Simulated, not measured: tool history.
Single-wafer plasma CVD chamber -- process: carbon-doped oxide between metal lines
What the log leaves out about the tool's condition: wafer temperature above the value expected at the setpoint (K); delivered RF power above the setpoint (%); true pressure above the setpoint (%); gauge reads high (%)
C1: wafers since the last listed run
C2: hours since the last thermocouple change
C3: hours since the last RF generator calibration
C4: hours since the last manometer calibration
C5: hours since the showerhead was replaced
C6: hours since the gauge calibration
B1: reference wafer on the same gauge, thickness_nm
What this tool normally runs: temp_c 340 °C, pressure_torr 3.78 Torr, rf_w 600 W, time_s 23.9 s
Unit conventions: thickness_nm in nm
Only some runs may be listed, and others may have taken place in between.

{"run": 1, "day": 0.0, "temp_c": 340, "pressure_torr": 3.78, "rf_w": 600, "time_s": 23.9, "C1": 0, "C2": 2277.6, "C3": 2091.0, "C4": 975.3, "C5": 5145.3, "C6": 520.5, "B1": 102.037, "thickness_nm": 117.756}
{"run": 2, "day": 2.938, "temp_c": 340, "pressure_torr": 3.78, "rf_w": 600, "time_s": 23.9, "C1": 2593, "C2": 2348.1, "C3": 2161.5, "C4": 1045.8, "C5": 5215.8, "C6": 591.0, "B1": 101.905, "thickness_nm": 117.542}
{"run": 3, "day": 4.529, "temp_c": 340, "pressure_torr": 3.78, "rf_w": 600, "time_s": 23.9, "C1": 1405, "C2": 2386.3, "C3": 2199.7, "C4": 1084.0, "C5": 5254.0, "C6": 629.2, "B1": 102.161, "thickness_nm": 117.823}
{"run": 4, "day": 5.888, "temp_c": 340, "pressure_torr": 3.78, "rf_w": 600, "time_s": 23.9, "C1": 1199, "C2": 2418.9, "C3": 2232.3, "C4": 1116.6, "C5": 5286.6, "C6": 661.8, "B1": 101.908, "thickness_nm": 117.322}
{"run": 5, "day": 8.117, "temp_c": 340, "pressure_torr": 3.78, "rf_w": 600, "time_s": 23.9, "C1": 1967, "C2": 2472.4, "C3": 2285.8, "C4": 1170.1, "C5": 5340.1, "C6": 715.3, "B1": 102.051, "thickness_nm": 116.964}
{"run": 6, "day": 10.304, "temp_c": 340, "pressure_torr": 3.78, "rf_w": 600, "time_s": 23.9, "C1": 1931, "C2": 2524.9, "C3": 2338.3, "C4": 1222.6, "C5": 5392.6, "C6": 767.8, "B1": 102.122, "thickness_nm": 116.783}
{"run": 7, "day": 11.617, "temp_c": 340, "pressure_torr": 3.78, "rf_w": 600, "time_s": 23.9, "C1": 1158, "C2": 2556.4, "C3": 2369.8, "C4": 1254.1, "C5": 5424.1, "C6": 799.3, "B1": 102.118, "thickness_nm": 117.01}
{"run": 8, "day": 18.096, "temp_c": 344, "pressure_torr": 4.38, "rf_w": 600, "time_s": 23.9, "C1": 5719, "C2": 2711.9, "C3": 2525.3, "C4": 1409.6, "C5": 5579.6, "C6": 954.8, "B1": 101.991, "thickness_nm": 116.513}
{"day": 19.958, "done": "capacitance manometer re-zeroed and calibrated"}
{"run": 9, "day": 21.088, "temp_c": 344, "pressure_torr": 4.38, "rf_w": 600, "time_s": 23.9, "C1": 2346, "C2": 2783.7, "C3": 2597.1, "C4": 27.1, "C5": 5651.4, "C6": 1026.6, "B1": 101.947, "thickness_nm": 116.218}
{"run": 10, "day": 23.938, "temp_c": 351, "pressure_torr": 4.41, "rf_w": 515, "time_s": 23.9, "C1": 2515, "C2": 2852.1, "C3": 2665.5, "C4": 95.5, "C5": 5719.8, "C6": 1095.0, "B1": 102.041, "thickness_nm": 101.151}
{"day": 25.904, "done": "RF generator calibrated"}
{"run": 11, "day": 26.812, "temp_c": 340, "pressure_torr": 2.88, "rf_w": 710, "time_s": 19.9, "C1": 2243, "C2": 2921.1, "C3": 21.8, "C4": 164.5, "C5": 5788.8, "C6": 1164.0, "B1": 101.963, "thickness_nm": 114.642}
{"run": 12, "day": 29.771, "temp_c": 327, "pressure_torr": 3.78, "rf_w": 600, "time_s": 21.4, "C1": 2611, "C2": 2992.1, "C3": 92.8, "C4": 235.5, "C5": 5859.8, "C6": 1235.0, "B1": 101.984, "thickness_nm": 117.293}
{"day": 30.579, "done": "gauge calibrated"}
{"day": 31.508, "done": "showerhead replaced, of another model than before"}
{"run": 13, "day": 32.362, "temp_c": 340, "pressure_torr": 4.3, "rf_w": 600, "time_s": 25.7, "C1": 1993, "C2": 3054.3, "C3": 155.0, "C4": 297.7, "C5": 20.5, "C6": 42.8, "B1": 102.025, "thickness_nm": 135.953}
{"day": 32.958, "done": "thermocouple changed; heater temperature recalibrated"}
{"run": 14, "day": 36.754, "temp_c": 340, "pressure_torr": 3.78, "rf_w": 675, "time_s": 23.9, "C1": 3582, "C2": 91.1, "C3": 260.4, "C4": 403.1, "C5": 125.9, "C6": 148.2, "B1": 101.871, "thickness_nm": 138.255}
{"run": 15, "day": 38.117, "temp_c": 340, "pressure_torr": 3.25, "rf_w": 600, "time_s": 25.5, "C1": 1202, "C2": 123.8, "C3": 293.1, "C4": 435.8, "C5": 158.6, "C6": 180.9, "B1": 102.05, "thickness_nm": 128.886}
{"run": 16, "day": 40.25, "temp_c": 340, "pressure_torr": 3.78, "rf_w": 600, "time_s": 23.9, "C1": 1883, "C2": 175.0, "C3": 344.3, "C4": 487.0, "C5": 209.8, "C6": 232.1, "B1": 102.045, "thickness_nm": 123.457}
{"run": 17, "day": 42.879, "temp_c": 344, "pressure_torr": 4.38, "rf_w": 600, "time_s": 23.9, "C1": 2320, "C2": 238.1, "C3": 407.4, "C4": 550.1, "C5": 272.9, "C6": 295.2, "B1": 102.024, "thickness_nm": 124.633}
{"run": 18, "day": 45.662, "temp_c": 340, "pressure_torr": 3.0, "rf_w": 600, "time_s": 23.9, "C1": 2457, "C2": 304.9, "C3": 474.2, "C4": 616.9, "C5": 339.7, "C6": 362.0, "B1": 102.047, "thickness_nm": 119.328}

Here are 5 independent what-if runs from the current tool condition. What would each one return?
{"run": "A", "day": 45.679, "temp_c": 340, "pressure_torr": 3.78, "rf_w": 600, "time_s": 23.9, "C1": 14, "C2": 305.3, "C3": 474.6, "C4": 617.3, "C5": 340.1, "C6": 362.4, "B1": "?", "thickness_nm": "?"}
{"run": "B", "day": 45.679, "temp_c": 328, "pressure_torr": 2.86, "rf_w": 560, "time_s": 25.8, "C1": 14, "C2": 305.3, "C3": 474.6, "C4": 617.3, "C5": 340.1, "C6": 362.4, "B1": "?", "thickness_nm": "?"}
{"run": "C", "day": 45.679, "temp_c": 340, "pressure_torr": 3.78, "rf_w": 550, "time_s": 23.9, "C1": 14, "C2": 305.3, "C3": 474.6, "C4": 617.3, "C5": 340.1, "C6": 362.4, "B1": "?", "thickness_nm": "?"}
{"run": "D", "day": 45.679, "temp_c": 331, "pressure_torr": 3.78, "rf_w": 600, "time_s": 23.9, "C1": 14, "C2": 305.3, "C3": 474.6, "C4": 617.3, "C5": 340.1, "C6": 362.4, "B1": "?", "thickness_nm": "?"}
{"run": "E", "day": 45.679, "temp_c": 340, "pressure_torr": 3.78, "rf_w": 690, "time_s": 23.9, "C1": 14, "C2": 305.3, "C3": 474.6, "C4": 617.3, "C5": 340.1, "C6": 362.4, "B1": "?", "thickness_nm": "?"}

run=A B1=101.888 thickness_nm=122.341
run=B B1=101.888 thickness_nm=124.717
run=C B1=101.888 thickness_nm=112.021
run=D B1=101.888 thickness_nm=126.576
run=E B1=101.888 thickness_nm=139.216
What these runs would have given with no unlogged condition in the tool:
run=A thickness_nm=124.582
run=B thickness_nm=127.066
run=C thickness_nm=114.131
run=D thickness_nm=128.894
run=E thickness_nm=141.713
